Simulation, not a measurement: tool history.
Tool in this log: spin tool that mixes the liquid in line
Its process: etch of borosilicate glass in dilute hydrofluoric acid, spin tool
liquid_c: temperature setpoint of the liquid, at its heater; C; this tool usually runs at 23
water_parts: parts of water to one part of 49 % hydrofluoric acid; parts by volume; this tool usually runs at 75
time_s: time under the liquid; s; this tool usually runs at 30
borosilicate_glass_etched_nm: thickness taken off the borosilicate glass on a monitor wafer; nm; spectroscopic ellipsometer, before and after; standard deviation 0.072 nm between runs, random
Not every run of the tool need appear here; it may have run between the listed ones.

run,day,liquid_c,water_parts,time_s,wafers since the last listed run,hours since the thermometer was replaced,hours since the hydrofluoric acid flow meter was replaced,hours since the gauge calibration,"read-back film thickness of the borosilicate glass reference wafer, read on the same gauge (nm)",borosilicate_glass_etched_nm
1,0,23,75,30,0,2181.3,1296.4,164.2,70.01,7.64
2,2.775,23,75,30,1376,2247.9,1363,230.8,70,7.7
3,3.808,23,75,30,512,2272.7,1387.8,255.6,69.99,7.69
4,6.754,23,75,30,1460,2343.4,1458.5,326.3,69.98,7.56
5,8.725,23,75,30,977,2390.7,1505.8,373.6,70,7.67
6,10.262,23,60,30,762,2427.6,1542.7,410.5,70.03,9.81
7,12.771,23,60,30,1243,2487.8,1602.9,470.7,70.01,9.62
# day 14.325: thermometer replaced
8,15.7,23,60,30,1432,33,1673.2,541,70.01,9.75
9,17.808,23,100,30,1045,83.6,1723.8,591.6,70.02,5.52
10,20.129,23,75,30,1150,139.3,1779.5,647.3,70.04,7.63
11,25.829,27.5,35,45,2826,276.1,1916.3,784.1,70,30.55
# day 27.138: hydrofluoric acid flow meter replaced
12,27.583,18.5,75,25,849,318.2,10.7,826.2,69.99,5.35
13,28.638,23,60,30,522,343.5,36,851.5,69.97,9.76
14,30.746,19.5,60,45,1045,394.1,86.6,902.1,70.05,12.73
15,32.175,23,75,15,708,428.4,120.9,936.4,69.98,3.83
# day 33.338: gauge calibrated
16,38.388,18,40,45,3081,577.5,270,121.2,69.99,18.08
17,40.342,23,75,30,969,624.4,316.9,168.1,70.01,7.69
18,42.217,23,110,45,929,669.4,361.9,213.1,69.99,7.5

How the hidden state differs across the entries between the runs, from the last listed run before each to the first after it:
Runs 7 to 8: thermometer replaced (day 14.325)
  nothing in the hidden state changes from one run to the other
Runs 11 to 12: hydrofluoric acid flow meter replaced (day 27.138)
  nothing in the hidden state changes from one run to the other
Runs 15 to 16: gauge calibrated (day 33.338)
  nothing in the hidden state changes from one run to the other
